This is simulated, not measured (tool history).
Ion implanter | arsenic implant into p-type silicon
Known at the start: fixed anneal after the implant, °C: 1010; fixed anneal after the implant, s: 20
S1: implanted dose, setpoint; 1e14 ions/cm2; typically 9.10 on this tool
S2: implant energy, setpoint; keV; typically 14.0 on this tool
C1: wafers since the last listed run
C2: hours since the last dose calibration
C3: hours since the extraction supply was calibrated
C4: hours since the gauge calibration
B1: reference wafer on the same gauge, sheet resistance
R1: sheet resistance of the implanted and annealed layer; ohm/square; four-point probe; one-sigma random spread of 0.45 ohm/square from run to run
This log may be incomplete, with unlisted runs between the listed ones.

run	day	S1	S2	C1	C2	C3	C4	B1	R1
1	0.000	9.10	14.0	0	2407.2	4338.1	80.9	165.08	145.31
2	0.738	9.10	14.0	479	2424.9	4355.8	98.6	165.09	144.51
3	1.075	9.10	14.0	219	2433.0	4363.9	106.7	165.23	144.05
4	1.412	9.10	15.5	219	2441.1	4372.0	114.8	165.02	142.28
5	1.850	9.10	14.0	284	2451.6	4382.5	125.3	164.79	144.08
6	2.333	9.10	14.0	313	2463.2	4394.1	136.9	165.08	144.48
7	3.004	9.10	14.0	435	2479.3	4410.2	153.0	165.08	143.83
8	3.421	9.10	14.0	270	2489.3	4420.2	163.0	165.08	144.32
9	3.871	9.10	14.0	292	2500.1	4431.0	173.8	164.98	143.58
10	4.338	9.10	14.0	303	2511.3	4442.2	185.0	164.92	144.95
# day 4.512: gauge calibrated
11	4.888	7.12	10.0	357	2524.5	4455.4	9.0	164.93	173.68
12	5.175	11.59	11.5	186	2531.4	4462.3	15.9	164.93	133.68
13	5.567	9.10	14.0	254	2540.8	4471.7	25.3	164.72	144.80
# day 6.379: extraction supply calibrated
14	6.400	9.10	14.0	324	2560.8	0.5	45.3	164.91	144.79
# day 6.883: Faraday cup replaced and dose calibrated
15	6.900	9.88	16.0	108	0.4	12.5	57.3	164.89	135.64
16	7.221	8.05	11.5	208	8.1	20.2	65.0	164.69	159.01
17	7.508	9.10	16.5	186	15.0	27.1	71.9	165.02	140.43
18	8.671	11.18	12.5	755	42.9	55.0	99.8	164.78	133.11
19	9.212	9.10	14.0	351	55.9	68.0	112.8	165.10	143.64
20	9.696	8.08	12.0	313	67.5	79.6	124.4	165.19	157.11

Hidden state, per run?
deviation of the true dose from the Faraday cup's reading, %: 0 on each run
deviation of the true energy from its setpoint, %: 0 on each run
gauge reads high (%): 0 on each run

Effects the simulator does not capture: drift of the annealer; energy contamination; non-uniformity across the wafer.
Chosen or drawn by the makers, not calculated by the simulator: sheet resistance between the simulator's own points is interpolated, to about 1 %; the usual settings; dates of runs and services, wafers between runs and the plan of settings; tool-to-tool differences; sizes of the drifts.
